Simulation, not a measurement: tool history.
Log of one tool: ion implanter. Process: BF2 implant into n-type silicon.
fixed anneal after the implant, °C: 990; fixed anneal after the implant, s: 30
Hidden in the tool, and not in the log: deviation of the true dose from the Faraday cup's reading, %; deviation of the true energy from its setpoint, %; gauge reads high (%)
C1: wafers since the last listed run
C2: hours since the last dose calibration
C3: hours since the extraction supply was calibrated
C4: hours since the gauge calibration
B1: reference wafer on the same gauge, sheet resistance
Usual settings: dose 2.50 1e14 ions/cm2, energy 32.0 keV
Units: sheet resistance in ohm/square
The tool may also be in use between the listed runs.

{"run": 1, "hour": 0.0, "dose": 2.5, "energy": 32.0, "C1": 0, "C2": 830.9, "C3": 3851.0, "C4": 110.9, "B1": 533.48, "sheet resistance": 466.31}
{"run": 2, "hour": 16.8, "dose": 2.5, "energy": 32.0, "C1": 463, "C2": 847.7, "C3": 3867.8, "C4": 127.7, "B1": 533.86, "sheet resistance": 464.98}
{"run": 3, "hour": 23.8, "dose": 2.5, "energy": 32.0, "C1": 192, "C2": 854.7, "C3": 3874.8, "C4": 134.7, "B1": 534.02, "sheet resistance": 466.55}
{"run": 4, "hour": 38.8, "dose": 2.5, "energy": 32.0, "C1": 413, "C2": 869.7, "C3": 3889.8, "C4": 149.7, "B1": 533.99, "sheet resistance": 465.9}
{"run": 5, "hour": 48.6, "dose": 2.5, "energy": 32.0, "C1": 270, "C2": 879.5, "C3": 3899.6, "C4": 159.5, "B1": 533.61, "sheet resistance": 466.6}
{"hour": 82.0, "done": "Faraday cup replaced and dose calibrated"}
{"run": 6, "hour": 82.5, "dose": 2.5, "energy": 32.0, "C1": 713, "C2": 0.5, "C3": 3933.5, "C4": 193.4, "B1": 533.91, "sheet resistance": 447.66}
{"hour": 99.7, "done": "extraction supply calibrated"}
{"run": 7, "hour": 100.2, "dose": 2.01, "energy": 32.0, "C1": 267, "C2": 18.2, "C3": 0.5, "C4": 211.1, "B1": 533.89, "sheet resistance": 535.98}
{"run": 8, "hour": 109.2, "dose": 2.01, "energy": 32.0, "C1": 248, "C2": 27.2, "C3": 9.5, "C4": 220.1, "B1": 534.21, "sheet resistance": 538.14}
{"run": 9, "hour": 119.1, "dose": 2.01, "energy": 32.0, "C1": 272, "C2": 37.1, "C3": 19.4, "C4": 230.0, "B1": 533.35, "sheet resistance": 535.0}
{"hour": 123.5, "done": "gauge calibrated"}
{"run": 10, "hour": 132.3, "dose": 2.04, "energy": 36.0, "C1": 363, "C2": 50.3, "C3": 32.6, "C4": 8.8, "B1": 534.18, "sheet resistance": 524.14}
{"run": 11, "hour": 143.7, "dose": 3.0, "energy": 41.5, "C1": 314, "C2": 61.7, "C3": 44.0, "C4": 20.2, "B1": 533.97, "sheet resistance": 378.38}
{"run": 12, "hour": 159.5, "dose": 2.18, "energy": 26.0, "C1": 435, "C2": 77.5, "C3": 59.8, "C4": 36.0, "B1": 533.47, "sheet resistance": 510.99}
{"run": 13, "hour": 166.0, "dose": 2.5, "energy": 32.0, "C1": 179, "C2": 84.0, "C3": 66.3, "C4": 42.5, "B1": 533.93, "sheet resistance": 450.36}
{"run": 14, "hour": 178.2, "dose": 2.5, "energy": 32.0, "C1": 336, "C2": 96.2, "C3": 78.5, "C4": 54.7, "B1": 533.98, "sheet resistance": 448.74}
{"run": 15, "hour": 186.2, "dose": 2.9, "energy": 36.5, "C1": 220, "C2": 104.2, "C3": 86.5, "C4": 62.7, "B1": 534.11, "sheet resistance": 392.99}
{"run": 16, "hour": 216.6, "dose": 3.12, "energy": 32.0, "C1": 837, "C2": 134.6, "C3": 116.9, "C4": 93.1, "B1": 533.48, "sheet resistance": 373.98}
{"run": 17, "hour": 234.0, "dose": 2.71, "energy": 27.0, "C1": 479, "C2": 152.0, "C3": 134.3, "C4": 110.5, "B1": 533.42, "sheet resistance": 427.48}
{"run": 18, "hour": 245.4, "dose": 3.24, "energy": 32.0, "C1": 314, "C2": 163.4, "C3": 145.7, "C4": 121.9, "B1": 533.86, "sheet resistance": 361.68}

Forecast each of these 3 alternatives for the next run:
{"run": "A", "hour": 245.8, "dose": 2.5, "energy": 32.0, "C1": 11, "C2": 163.8, "C3": 146.1, "C4": 122.3, "B1": "?", "sheet resistance": "?"}
{"run": "B", "hour": 245.8, "dose": 3.06, "energy": 32.0, "C1": 11, "C2": 163.8, "C3": 146.1, "C4": 122.3, "B1": "?", "sheet resistance": "?"}
{"run": "C", "hour": 245.8, "dose": 2.5, "energy": 26.5, "C1": 11, "C2": 163.8, "C3": 146.1, "C4": 122.3, "B1": "?", "sheet resistance": "?"}

run=A B1=534.43 sheet_resistance=452.52
run=B B1=534.43 sheet_resistance=381.52
run=C B1=534.43 sheet_resistance=458.00
Without the tool's hidden state the same runs would have given:
run=A sheet_resistance=448.50
run=B sheet_resistance=378.03
run=C sheet_resistance=453.90

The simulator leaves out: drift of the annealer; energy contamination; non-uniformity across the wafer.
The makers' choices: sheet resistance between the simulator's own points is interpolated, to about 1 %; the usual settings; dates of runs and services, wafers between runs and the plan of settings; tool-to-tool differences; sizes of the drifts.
